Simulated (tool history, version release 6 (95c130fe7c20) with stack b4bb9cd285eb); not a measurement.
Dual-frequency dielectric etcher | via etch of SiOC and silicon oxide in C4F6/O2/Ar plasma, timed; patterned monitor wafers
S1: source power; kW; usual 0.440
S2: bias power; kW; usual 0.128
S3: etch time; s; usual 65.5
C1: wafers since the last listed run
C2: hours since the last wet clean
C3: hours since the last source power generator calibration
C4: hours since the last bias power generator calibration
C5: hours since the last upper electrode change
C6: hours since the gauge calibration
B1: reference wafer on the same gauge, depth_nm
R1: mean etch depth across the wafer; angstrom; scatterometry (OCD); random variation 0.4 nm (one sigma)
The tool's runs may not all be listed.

run,day,S1,S2,S3,C1,C2,C3,C4,C5,C6,B1,R1
1,0.000,0.400,0.128,65.5,0,524.0,2249.2,2860.7,2683.1,916.8,61.0,546
2,2.542,0.400,0.128,65.5,751,585.0,2310.2,2921.7,2744.1,977.8,60.9,547
# day 3.983: wet clean of the chamber
3,4.683,0.440,0.128,65.5,337,16.8,2361.6,2973.1,2795.5,1029.2,61.0,599
4,6.004,0.440,0.128,65.5,390,48.5,2393.3,3004.8,2827.2,1060.9,61.1,591
5,7.754,0.440,0.128,65.5,517,90.5,2435.3,3046.8,2869.2,1102.9,61.0,588
6,9.342,0.440,0.128,65.5,469,128.6,2473.4,3084.9,2907.3,1141.0,61.0,600
7,11.862,0.440,0.128,65.5,745,189.1,2533.9,3145.4,2967.8,1201.5,61.1,592
8,13.188,0.440,0.128,50.5,391,220.9,2565.7,3177.2,2999.6,1233.3,60.9,455
9,15.625,0.440,0.128,50.5,720,279.4,2624.2,3235.7,3058.1,1291.8,60.9,456
10,18.025,0.440,0.128,50.5,709,337.0,2681.8,3293.3,3115.7,1349.4,60.8,449
# day 20.208: bias power generator calibrated
11,20.475,0.440,0.128,61.5,675,395.8,2740.6,6.4,3174.5,1408.2,61.0,548
12,23.404,0.440,0.128,61.5,866,466.1,2810.9,76.7,3244.8,1478.5,61.1,549
# day 24.246: gauge calibrated
# day 25.221: upper electrode replaced
13,25.242,0.440,0.128,61.5,247,510.2,2855.0,120.8,0.5,23.9,60.9,541
14,26.933,0.440,0.110,65.5,500,550.8,2895.6,161.4,41.1,64.5,61.1,558
# day 29.133: wet clean of the chamber
15,29.154,0.440,0.128,65.5,361,0.5,2948.9,214.7,94.4,117.8,61.0,587
16,29.200,0.440,0.128,65.5,13,1.6,2950.0,215.8,95.5,118.9,60.9,599
17,30.750,0.340,0.150,82.0,458,38.8,2987.2,253.0,132.7,156.1,61.0,693
# day 33.304: source power generator calibrated
18,33.325,0.340,0.136,56.0,712,100.6,0.5,314.8,194.5,217.9,61.0,449
19,36.033,0.440,0.128,65.5,801,165.6,65.5,379.8,259.5,282.9,61.0,583
20,38.800,0.440,0.143,52.5,818,232.0,131.9,446.2,325.9,349.3,61.0,484
21,41.254,0.440,0.097,65.5,725,290.9,190.8,505.1,384.8,408.2,61.2,553
22,43.017,0.480,0.155,57.5,521,333.2,233.1,547.4,427.1,450.5,60.9,555
23,45.996,0.440,0.128,65.5,881,404.7,304.6,618.9,498.6,522.0,61.1,573
# day 52.967: wet clean of the chamber
24,53.967,0.480,0.108,60.0,2061,24.0,495.9,810.2,689.9,713.3,61.1,549
25,55.512,0.440,0.136,65.5,457,61.1,533.0,847.3,727.0,750.4,61.0,598
26,57.121,0.440,0.128,57.5,475,99.7,571.6,885.9,765.6,789.0,60.9,520
27,58.796,0.340,0.099,57.0,495,139.9,611.8,926.1,805.8,829.2,61.0,429
28,59.925,0.440,0.128,65.5,333,167.0,638.9,953.2,832.9,856.3,60.9,592
29,64.658,0.520,0.108,81.0,1399,280.6,752.5,1066.8,946.5,969.9,60.9,758
30,66.896,0.440,0.128,65.5,661,334.3,806.2,1120.5,1000.2,1023.6,61.0,580
31,69.212,0.440,0.136,83.5,685,389.9,861.8,1176.1,1055.8,1079.2,60.9,744

The same runs without the tool's hidden state, with the same run-to-run variation:
The hidden state here: etch rate over this chamber's usual, %; source power that arrives over what is set, %; bias power that arrives over what is set, %; gauge reads high (%).
run,R1
1,566
2,569
3,596
4,589
5,587
6,601
7,595
8,458
9,462
10,456
11,558
12,562
13,555
14,575
15,587
16,599
17,695
18,452
19,589
20,491
21,563
22,567
23,589
24,547
25,598
26,521
27,431
28,596
29,769
30,590
31,760
